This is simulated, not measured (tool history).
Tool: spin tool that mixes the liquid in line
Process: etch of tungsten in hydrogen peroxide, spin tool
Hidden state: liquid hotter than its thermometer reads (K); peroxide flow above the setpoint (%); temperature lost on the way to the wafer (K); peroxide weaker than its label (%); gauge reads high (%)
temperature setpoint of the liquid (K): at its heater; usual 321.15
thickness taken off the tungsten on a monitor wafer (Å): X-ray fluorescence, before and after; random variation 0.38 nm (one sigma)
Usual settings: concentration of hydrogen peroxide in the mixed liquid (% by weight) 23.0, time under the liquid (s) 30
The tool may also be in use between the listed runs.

| run | hour | temperature setpoint of the liquid (K) | concentration of hydrogen peroxide in the mixed liquid (% by weight) | time under the liquid (s) | wafers since the last listed run | hours since the thermometer was replaced | hours since the peroxide flow meter was replaced | hours since the heated supply line was repaired | hours since the drum of peroxide was connected | hours since the gauge calibration | read-back film thickness of the tungsten reference wafer, read on the same gauge (nm) | thickness taken off the tungsten on a monitor wafer (Å) |
|---|---|---|---|---|---|---|---|---|---|---|---|---|
| 1 | 0.0 | 321.15 | 23.0 | 30 | 0 | 2706.5 | 694.0 | 939.1 | 532.4 | 34.9 | 59.99 | 395.5 |
| 2 | 11.2 | 323.15 | 23.0 | 15 | 165 | 2717.7 | 705.2 | 950.3 | 543.6 | 46.1 | 59.98 | 225.3 |
| 3 | 28.1 | 323.15 | 23.0 | 15 | 249 | 2734.6 | 722.1 | 967.2 | 560.5 | 63.0 | 59.98 | 222.3 |
| 4 | 38.2 | 321.15 | 23.0 | 30 | 149 | 2744.7 | 732.2 | 977.3 | 570.6 | 73.1 | 60.00 | 394.1 |
| 5 | 50.5 | 321.15 | 23.0 | 30 | 181 | 2757.0 | 744.5 | 989.6 | 582.9 | 85.4 | 59.97 | 394.7 |
| 6 | 61.7 | 321.15 | 23.0 | 30 | 165 | 2768.2 | 755.7 | 1000.8 | 594.1 | 96.6 | 59.99 | 397.6 |
| 7 | 77.0 | 321.15 | 23.0 | 30 | 226 | 2783.5 | 771.0 | 1016.1 | 609.4 | 111.9 | 59.99 | 392.1 |
| 8 | 94.3 | 321.15 | 23.0 | 30 | 255 | 2800.8 | 788.3 | 1033.4 | 626.7 | 129.2 | 60.00 | 394.5 |
|  | 96.5 | new drum of peroxide connected |
| 9 | 104.6 | 321.15 | 23.0 | 30 | 137 | 2811.1 | 798.6 | 1043.7 | 8.1 | 139.5 | 60.02 | 391.3 |
| 10 | 121.5 | 321.15 | 23.0 | 30 | 249 | 2828.0 | 815.5 | 1060.6 | 25.0 | 156.4 | 59.95 | 390.7 |
|  | 126.5 | heated supply line repaired |
|  | 127.7 | thermometer replaced |
| 11 | 138.9 | 321.15 | 26.5 | 40 | 227 | 11.2 | 832.9 | 12.4 | 42.4 | 173.8 | 60.00 | 675.7 |
| 12 | 153.0 | 321.15 | 23.0 | 30 | 208 | 25.3 | 847.0 | 26.5 | 56.5 | 187.9 | 60.03 | 463.0 |
| 13 | 159.3 | 321.15 | 23.0 | 15 | 93 | 31.6 | 853.3 | 32.8 | 62.8 | 194.2 | 60.03 | 237.7 |
| 14 | 165.4 | 321.15 | 23.0 | 30 | 90 | 37.7 | 859.4 | 38.9 | 68.9 | 200.3 | 60.01 | 463.2 |
| 15 | 178.3 | 315.65 | 16.5 | 30 | 190 | 50.6 | 872.3 | 51.8 | 81.8 | 213.2 | 60.04 | 279.8 |
| 16 | 191.1 | 321.15 | 21.5 | 30 | 189 | 63.4 | 885.1 | 64.6 | 94.6 | 226.0 | 60.00 | 451.4 |
|  | 200.4 | peroxide flow meter replaced |
| 17 | 208.6 | 321.15 | 23.0 | 30 | 243 | 80.9 | 8.2 | 82.1 | 112.1 | 243.5 | 59.96 | 469.0 |
| 18 | 219.7 | 329.15 | 28.5 | 30 | 163 | 92.0 | 19.3 | 93.2 | 123.2 | 254.6 | 59.99 | 837.6 |
|  | 229.9 | gauge calibrated |
| 19 | 237.6 | 314.65 | 17.5 | 20 | 264 | 109.9 | 37.2 | 111.1 | 141.1 | 7.7 | 60.01 | 177.3 |
| 20 | 247.5 | 324.65 | 23.0 | 15 | 146 | 119.8 | 47.1 | 121.0 | 151.0 | 17.6 | 59.99 | 286.9 |
| 21 | 264.2 | 328.15 | 18.5 | 15 | 246 | 136.5 | 63.8 | 137.7 | 167.7 | 34.3 | 60.01 | 319.0 |
| 22 | 279.6 | 327.15 | 27.5 | 15 | 227 | 151.9 | 79.2 | 153.1 | 183.1 | 49.7 | 59.98 | 362.7 |
| 23 | 293.1 | 321.15 | 25.0 | 40 | 199 | 165.4 | 92.7 | 166.6 | 196.6 | 63.2 | 60.06 | 647.5 |
| 24 | 310.0 | 315.65 | 19.5 | 15 | 249 | 182.3 | 109.6 | 183.5 | 213.5 | 80.1 | 60.02 | 150.4 |
| 25 | 323.6 | 321.15 | 23.0 | 30 | 200 | 195.9 | 123.2 | 197.1 | 227.1 | 93.7 | 60.02 | 453.6 |

Forecast each of these 5 alternatives for the next run:
| A | 324.0 | 321.15 | 23.0 | 40 | 5 | 196.3 | 123.6 | 197.5 | 227.5 | 94.1 | ? | ? |
| B | 324.0 | 321.15 | 23.0 | 20 | 5 | 196.3 | 123.6 | 197.5 | 227.5 | 94.1 | ? | ? |
| C | 324.0 | 321.15 | 20.0 | 30 | 5 | 196.3 | 123.6 | 197.5 | 227.5 | 94.1 | ? | ? |
| D | 324.0 | 321.15 | 23.0 | 50 | 5 | 196.3 | 123.6 | 197.5 | 227.5 | 94.1 | ? | ? |
| E | 324.0 | 325.65 | 20.0 | 45 | 5 | 196.3 | 123.6 | 197.5 | 227.5 | 94.1 | ? | ? |

| run | read-back film thickness of the tungsten reference wafer, read on the same gauge (nm) | thickness taken off the tungsten on a monitor wafer (Å) |
|---|---|---|
| A | 59.95 | 611.1 |
| B | 59.95 | 305.5 |
| C | 59.95 | 427.4 |
| D | 59.95 | 763.8 |
| E | 59.95 | 844.4 |
Without the tool's hidden state the same runs would have given:
| run | thickness taken off the tungsten on a monitor wafer (Å) |
|---|---|
| A | 629.5 |
| B | 314.8 |
| C | 440.3 |
| D | 786.9 |
| E | 869.1 |

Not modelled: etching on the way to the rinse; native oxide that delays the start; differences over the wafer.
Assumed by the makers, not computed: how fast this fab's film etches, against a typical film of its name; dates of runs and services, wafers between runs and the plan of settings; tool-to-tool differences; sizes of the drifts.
